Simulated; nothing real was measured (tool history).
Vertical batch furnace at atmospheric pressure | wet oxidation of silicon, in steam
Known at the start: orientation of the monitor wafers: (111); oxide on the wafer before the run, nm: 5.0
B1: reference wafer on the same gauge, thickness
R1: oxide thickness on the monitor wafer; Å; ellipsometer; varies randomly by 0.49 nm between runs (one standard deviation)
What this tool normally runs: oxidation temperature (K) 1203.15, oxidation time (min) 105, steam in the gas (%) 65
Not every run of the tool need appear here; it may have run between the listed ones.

Run 1, hour 0: usual settings; B1 323.2. Result: R1 3177.5 Å.
Run 2, hour 10.1: usual settings; B1 322.88. Result: R1 3183 Å.
Run 3, hour 19.3: usual settings; B1 323.03. Result: R1 3171.1 Å.
Run 4, hour 79.9: usual settings but oxidation time (min) 133.5; B1 323.02. Result: R1 3769 Å.
Run 5, hour 90.2: usual settings; B1 323.15. Result: R1 3186.4 Å.
Run 6, hour 115.2: usual settings; B1 323.13. Result: R1 3181 Å.
Run 7, hour 132.2: usual settings but oxidation time (min) 119; B1 322.93. Result: R1 3478.1 Å.
Run 8, hour 173.6: usual settings but oxidation time (min) 119; B1 323.12. Result: R1 3478.3 Å.
Run 9, hour 195.2: usual settings but oxidation temperature (K) 1194.15; B1 322.91. Result: R1 2968.6 Å.
Run 10, hour 213.2: usual settings but oxidation temperature (K) 1194.15; B1 323.11. Result: R1 2964 Å.
Run 11, hour 235.9: usual settings but oxidation temperature (K) 1194.15; B1 323.08. Result: R1 2963.7 Å.
Run 12, hour 247.5: usual settings but oxidation time (min) 139; B1 322.94. Result: R1 3868.5 Å.
Run 13, hour 261.1: usual settings; B1 322.91. Result: R1 3174.7 Å.
Run 14, hour 279.8: usual settings but steam in the gas (%) 73; B1 323.02. Result: R1 3461.9 Å.
Run 15, hour 295: usual settings but oxidation time (min) 125.5, steam in the gas (%) 72; B1 322.81. Result: R1 3870.3 Å.
Run 16, hour 318: usual settings; B1 323.02. Result: R1 3187.2 Å.
Run 17, hour 328.3: usual settings; B1 322.95. Result: R1 3192.3 Å.
Run 18, hour 352.5: usual settings; B1 323.17. Result: R1 3177.2 Å.
Run 19, hour 372.5: usual settings; B1 323. Result: R1 3177.3 Å.
Run 20, hour 388.2: usual settings but oxidation time (min) 89; B1 322.92. Result: R1 2828.3 Å.
Run 21, hour 405: usual settings but oxidation temperature (K) 1222.15; B1 322.89. Result: R1 3664.5 Å.
At hour 439.9: steam generator serviced.
At hour 455: thermocouples replaced and temperature profile calibrated.
Run 22, hour 455.5: usual settings; B1 323.05. Result: R1 3254.5 Å.
At hour 465.8: gauge calibrated.
Run 23, hour 467.1: usual settings but oxidation time (min) 72; B1 323.05. Result: R1 2467.3 Å.
Run 24, hour 491.3: usual settings; B1 322.97. Result: R1 3240.3 Å.
Run 25, hour 509.8: usual settings but oxidation temperature (K) 1224.15; B1 322.93. Result: R1 3786.7 Å.
Run 26, hour 531.2: usual settings but oxidation time (min) 72, steam in the gas (%) 74; B1 323.09. Result: R1 2703.4 Å.
Run 27, hour 540.2: usual settings but oxidation temperature (K) 1228.15, oxidation time (min) 59.5; B1 323.11. Result: R1 2632.9 Å.
Run 28, hour 564.9: usual settings but oxidation time (min) 68.5; B1 322.97. Result: R1 2374.2 Å.
Run 29, hour 580.2: usual settings but oxidation temperature (K) 1187.15, oxidation time (min) 65; B1 323.08. Result: R1 1968.1 Å.
Run 30, hour 590: usual settings but oxidation temperature (K) 1210.15; B1 322.97. Result: R1 3409.1 Å.
Run 31, hour 601.6: usual settings; B1 322.82. Result: R1 3241.9 Å.
Run 32, hour 623.2: usual settings but oxidation temperature (K) 1183.15, oxidation time (min) 82.5; B1 323.1. Result: R1 2270.6 Å.
Run 33, hour 645.4: usual settings; B1 323.02. Result: R1 3239.5 Å.
Run 34, hour 668.3: usual settings but oxidation time (min) 134.5; B1 323.01. Result: R1 3843.1 Å.
Run 35, hour 684.2: usual settings but oxidation time (min) 67; B1 322.99. Result: R1 2327.6 Å.
Run 36, hour 753.9: usual settings but oxidation time (min) 72, steam in the gas (%) 74; B1 322.97. Result: R1 2709.6 Å.
Run 37, hour 766.9: usual settings but steam in the gas (%) 55; B1 322.98. Result: R1 2861.8 Å.
Run 38, hour 788.9: usual settings but oxidation temperature (K) 1215.15, oxidation time (min) 64.5, steam in the gas (%) 62; B1 323.03. Result: R1 2422.6 Å.

What if the next run were any one of these 4? Each begins from the tool's condition after run 38:
Run A, hour 795: usual settings but oxidation temperature (K) 1187.15; B1 ?. Result: R1 ?.
Run B, hour 795: usual settings but oxidation temperature (K) 1188.15; B1 ?. Result: R1 ?.
Run C, hour 795: usual settings but oxidation temperature (K) 1183.15, oxidation time (min) 122.5, steam in the gas (%) 70; B1 ?. Result: R1 ?.
Run D, hour 795: usual settings but oxidation temperature (K) 1215.15, oxidation time (min) 125, steam in the gas (%) 70; B1 ?. Result: R1 ?.

run     B1      R1
  A  322.9  2830.4
  B  322.9  2855.6
  C  322.9  3231.9
  D  322.9  4191.2
Take away the tool's hidden state, keep each run's random variation, and the runs would have read:
run      R1
  A  2844.8
  B  2870.4
  C  3247.7
  D  4216.5

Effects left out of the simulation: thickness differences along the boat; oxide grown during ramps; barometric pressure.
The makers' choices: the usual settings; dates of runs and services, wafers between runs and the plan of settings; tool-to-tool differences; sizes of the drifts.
